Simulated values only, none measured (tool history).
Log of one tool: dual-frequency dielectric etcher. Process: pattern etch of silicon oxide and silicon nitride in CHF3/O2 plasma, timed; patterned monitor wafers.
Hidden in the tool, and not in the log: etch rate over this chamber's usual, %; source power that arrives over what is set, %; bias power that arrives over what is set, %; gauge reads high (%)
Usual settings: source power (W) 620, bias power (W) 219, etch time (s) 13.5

run,hour,source power (W),bias power (W),etch time (s),wafers since the last listed run,hours since the last wet clean,hours since the last source power generator calibration,hours since the last bias power generator calibration,hours since the last upper electrode change,hours since the gauge calibration,"read-back reference wafer on the same gauge, depth_nm",mean etch depth across the wafer (nm)
1,0.0,620,219,13.5,0,42.5,4399.0,1451.1,4870.9,132.8,21.00,21.25
2,20.9,620,219,13.5,308,63.4,4419.9,1472.0,4891.8,153.7,20.98,21.30
3,39.7,620,181,12.0,277,82.2,4438.7,1490.8,4910.6,172.5,21.00,17.63
4,104.3,620,219,13.5,952,146.8,4503.3,1555.4,4975.2,237.1,21.04,21.75
5,125.4,560,219,13.5,311,167.9,4524.4,1576.5,4996.3,258.2,20.96,20.84
6,152.1,560,219,13.5,393,194.6,4551.1,1603.2,5023.0,284.9,20.98,20.95
7,197.7,620,219,16.5,672,240.2,4596.7,1648.8,5068.6,330.5,20.99,26.76
8,214.6,620,219,16.5,249,257.1,4613.6,1665.7,5085.5,347.4,21.01,26.94
9,240.0,620,219,13.5,374,282.5,4639.0,1691.1,5110.9,372.8,21.02,21.76
10,253.6,620,219,10.5,200,296.1,4652.6,1704.7,5124.5,386.4,21.01,17.15
11,268.0,620,219,10.5,212,310.5,4667.0,1719.1,5138.9,400.8,21.03,17.22
12,281.9,470,219,13.5,205,324.4,4680.9,1733.0,5152.8,414.7,20.99,19.92
13,305.5,540,219,13.5,348,348.0,4704.5,1756.6,5176.4,438.3,20.99,20.97
# hour 333.3: bias power generator calibrated
# hour 342.5: wet clean of the chamber
14,343.0,620,219,13.5,359,0.5,4742.0,9.7,5213.9,475.8,20.96,21.39
# hour 344.3: gauge calibrated
15,363.4,620,241,13.5,300,20.9,4762.4,30.1,5234.3,19.1,21.01,22.39
# hour 390.7: source power generator calibrated
# hour 393.3: upper electrode replaced
16,393.8,620,219,13.5,350,51.3,3.1,60.5,0.5,49.5,20.97,21.41
17,405.6,620,219,13.5,174,63.1,14.9,72.3,12.3,61.3,20.99,21.54
18,432.5,530,219,17.0,396,90.0,41.8,99.2,39.2,88.2,20.96,25.87
19,466.6,740,272,17.5,502,124.1,75.9,133.3,73.3,122.3,21.01,32.86
20,491.0,720,189,15.5,359,148.5,100.3,157.7,97.7,146.7,20.98,25.13
21,508.3,620,219,13.5,255,165.8,117.6,175.0,115.0,164.0,21.01,21.87
22,532.8,620,219,11.5,361,190.3,142.1,199.5,139.5,188.5,20.98,18.77
23,567.5,620,219,16.0,511,225.0,176.8,234.2,174.2,223.2,20.99,26.34

Forecast each of these 4 alternatives for the next run:
A,567.9,620,219,15.5,5,225.4,177.2,234.6,174.6,223.6,?,?
B,567.9,620,193,12.5,5,225.4,177.2,234.6,174.6,223.6,?,?
C,567.9,620,201,13.5,5,225.4,177.2,234.6,174.6,223.6,?,?
D,567.9,760,251,13.5,5,225.4,177.2,234.6,174.6,223.6,?,?

run,"read-back reference wafer on the same gauge, depth_nm",mean etch depth across the wafer (nm)
A,20.99,25.34
B,20.99,19.43
C,20.99,21.33
D,20.99,25.18
Without the tool's hidden state the same runs would have given:
run,mean etch depth across the wafer (nm)
A,24.39
B,18.70
C,20.53
D,24.23
